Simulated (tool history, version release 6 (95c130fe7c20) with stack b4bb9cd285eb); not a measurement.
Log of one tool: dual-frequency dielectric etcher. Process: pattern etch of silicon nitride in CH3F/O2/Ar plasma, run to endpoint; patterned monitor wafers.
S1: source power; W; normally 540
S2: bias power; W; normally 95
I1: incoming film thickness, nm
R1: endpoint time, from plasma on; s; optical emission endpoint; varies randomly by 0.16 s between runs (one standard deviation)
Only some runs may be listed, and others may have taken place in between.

| run | hour | S1 | S2 | I1 | R1 |
|---|---|---|---|---|---|
| 1 | 0.0 | 450 | 103 | 29.98 | 33.4 |
|  | 68.8 | wet clean of the chamber |
| 2 | 69.3 | 450 | 103 | 29.52 | 34.4 |
| 3 | 324.0 | 450 | 103 | 29.77 | 33.7 |
| 4 | 429.1 | 570 | 82 | 29.98 | 33.1 |
| 5 | 525.9 | 570 | 82 | 29.80 | 32.7 |
| 6 | 577.5 | 570 | 82 | 29.95 | 32.7 |
|  | 616.9 | wet clean of the chamber |
| 7 | 673.9 | 540 | 95 | 29.98 | 33.5 |
| 8 | 759.8 | 540 | 95 | 29.66 | 33.0 |
| 9 | 809.1 | 540 | 95 | 29.83 | 32.9 |
| 10 | 849.7 | 540 | 95 | 29.95 | 33.0 |
| 11 | 955.1 | 540 | 95 | 29.98 | 32.7 |
| 12 | 1036.6 | 540 | 95 | 29.69 | 31.9 |
|  | 1096.8 | wet clean of the chamber |
| 13 | 1122.1 | 540 | 95 | 29.82 | 33.2 |
| 14 | 1336.6 | 500 | 95 | 30.06 | 33.6 |
|  | 1429.2 | upper electrode replaced |
|  | 1468.0 | bias power generator calibrated |
| 15 | 1518.6 | 540 | 95 | 29.75 | 32.0 |
|  | 1588.1 | wet clean of the chamber |
| 16 | 1588.6 | 640 | 78 | 30.00 | 33.8 |
| 17 | 1686.2 | 450 | 103 | 29.62 | 34.6 |
|  | 1704.4 | source power generator calibrated |
| 18 | 1760.2 | 630 | 75 | 29.71 | 33.3 |

Estimate the outcome of run 19 from the log above:
| 19 | 1864.8 | 580 | 106 | 29.80 | ? |

R1: 31.3 s
Minus the tool's unlogged condition, the same run would have read R1 32.1 s.
